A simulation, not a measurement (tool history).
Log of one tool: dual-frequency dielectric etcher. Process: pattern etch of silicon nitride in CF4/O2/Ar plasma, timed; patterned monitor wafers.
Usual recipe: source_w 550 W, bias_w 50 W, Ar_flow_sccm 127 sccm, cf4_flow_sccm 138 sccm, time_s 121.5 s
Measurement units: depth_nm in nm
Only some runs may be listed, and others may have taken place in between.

| run | hour | source_w | bias_w | Ar_flow_sccm | cf4_flow_sccm | time_s | wafers since the last listed run | hours since the last wet clean | hours since the last source power generator calibration | hours since the last bias power generator calibration | hours since the last Ar flow controller change | hours since the last CF4 flow controller change | hours since the last upper electrode change | hours since the gauge calibration | read-back reference wafer on the same gauge, depth_nm | depth_nm |
|---|---|---|---|---|---|---|---|---|---|---|---|---|---|---|---|---|
| 1 | 0.0 | 550 | 50 | 108 | 138 | 121.5 | 0 | 101.9 | 2915.7 | 2341.1 | 4886.0 | 1425.8 | 2725.9 | 162.7 | 291.9 | 245.9 |
| 2 | 24.9 | 550 | 46 | 113 | 138 | 121.5 | 134 | 126.8 | 2940.6 | 2366.0 | 4910.9 | 1450.7 | 2750.8 | 187.6 | 292.0 | 232.3 |
| 3 | 51.8 | 550 | 46 | 113 | 138 | 121.5 | 145 | 153.7 | 2967.5 | 2392.9 | 4937.8 | 1477.6 | 2777.7 | 214.5 | 291.9 | 231.1 |
| 4 | 198.0 | 550 | 50 | 127 | 138 | 121.5 | 790 | 299.9 | 3113.7 | 2539.1 | 5084.0 | 1623.8 | 2923.9 | 360.7 | 291.9 | 238.3 |
| 5 | 226.3 | 550 | 50 | 127 | 138 | 121.5 | 152 | 328.2 | 3142.0 | 2567.4 | 5112.3 | 1652.1 | 2952.2 | 389.0 | 291.9 | 238.1 |
|  | 264.5 | wet clean of the chamber |
| 6 | 291.8 | 550 | 50 | 127 | 138 | 121.5 | 224 | 27.3 | 3207.5 | 2632.9 | 5177.8 | 1717.6 | 3017.7 | 454.5 | 291.9 | 238.1 |
|  | 312.7 | bias power generator calibrated |
| 7 | 325.2 | 500 | 50 | 127 | 138 | 121.5 | 158 | 60.7 | 3240.9 | 12.5 | 5211.2 | 1751.0 | 3051.1 | 487.9 | 292.1 | 214.2 |
|  | 340.1 | gauge calibrated |
| 8 | 354.3 | 500 | 50 | 127 | 138 | 121.5 | 157 | 89.8 | 3270.0 | 41.6 | 5240.3 | 1780.1 | 3080.2 | 14.2 | 292.1 | 214.3 |
| 9 | 384.6 | 550 | 50 | 127 | 138 | 121.5 | 163 | 120.1 | 3300.3 | 71.9 | 5270.6 | 1810.4 | 3110.5 | 44.5 | 291.8 | 237.9 |
|  | 429.3 | source power generator calibrated |
|  | 438.1 | Ar flow controller replaced |
| 10 | 442.6 | 550 | 50 | 115 | 167 | 98.5 | 259 | 178.1 | 13.3 | 129.9 | 4.5 | 1868.4 | 3168.5 | 102.5 | 292.0 | 195.1 |
|  | 494.8 | CF4 flow controller replaced |
| 11 | 495.3 | 510 | 50 | 127 | 155 | 121.5 | 252 | 230.8 | 66.0 | 182.6 | 57.2 | 0.5 | 3221.2 | 155.2 | 292.1 | 217.9 |
| 12 | 523.9 | 550 | 50 | 127 | 138 | 121.5 | 154 | 259.4 | 94.6 | 211.2 | 85.8 | 29.1 | 3249.8 | 183.8 | 292.0 | 232.4 |
| 13 | 559.5 | 550 | 46 | 118 | 138 | 156.0 | 192 | 295.0 | 130.2 | 246.8 | 121.4 | 64.7 | 3285.4 | 219.4 | 292.1 | 287.4 |
|  | 571.0 | source power generator calibrated, repeated, since the last time left the tool worse |
|  | 591.4 | wet clean of the chamber |
| 14 | 591.9 | 550 | 50 | 127 | 118 | 121.5 | 43 | 0.5 | 20.9 | 279.2 | 153.8 | 97.1 | 3317.8 | 251.8 | 291.9 | 245.1 |
|  | 625.8 | upper electrode replaced |
| 15 | 656.1 | 670 | 50 | 109 | 157 | 135.5 | 217 | 64.7 | 85.1 | 343.4 | 218.0 | 161.3 | 30.3 | 316.0 | 291.8 | 352.3 |
| 16 | 692.6 | 550 | 50 | 127 | 138 | 121.5 | 197 | 101.2 | 121.6 | 379.9 | 254.5 | 197.8 | 66.8 | 352.5 | 291.8 | 249.1 |
| 17 | 749.5 | 550 | 50 | 104 | 163 | 121.5 | 307 | 158.1 | 178.5 | 436.8 | 311.4 | 254.7 | 123.7 | 409.4 | 292.0 | 260.2 |
| 18 | 786.8 | 550 | 50 | 104 | 138 | 121.5 | 201 | 195.4 | 215.8 | 474.1 | 348.7 | 292.0 | 161.0 | 446.7 | 291.9 | 257.6 |

A few steps of depth_nm between consecutive runs. Split each: what settings, incoming material and random variation would produce without the hidden state, and what is left over for the hidden state, along with gauge scatter present in only one of the two compared results (measured, and without hidden state):
Hidden state at play: etch rate over this chamber's usual, %; source power that arrives over what is set, %; bias power that arrives over what is set, %; Ar flow that arrives over what is set, %; CF4 flow that arrives over what is set, %; gauge reads high (%).
Run 13 -> 14: bias_w 46 -> 50, Ar_flow_sccm 118 -> 127, cf4_flow_sccm 138 -> 118, time_s 156.0 -> 121.5, source power generator calibrated, repeated, since the last time left the tool worse, wet clean of the chamber. depth_nm -42.3 nm: hidden state +21.6, all else -63.9.
Run 14 -> 15: source_w 550 -> 670, Ar_flow_sccm 127 -> 109, cf4_flow_sccm 118 -> 157, time_s 121.5 -> 135.5, upper electrode replaced. depth_nm +107.2 nm: hidden state +0.0, all else +107.2.
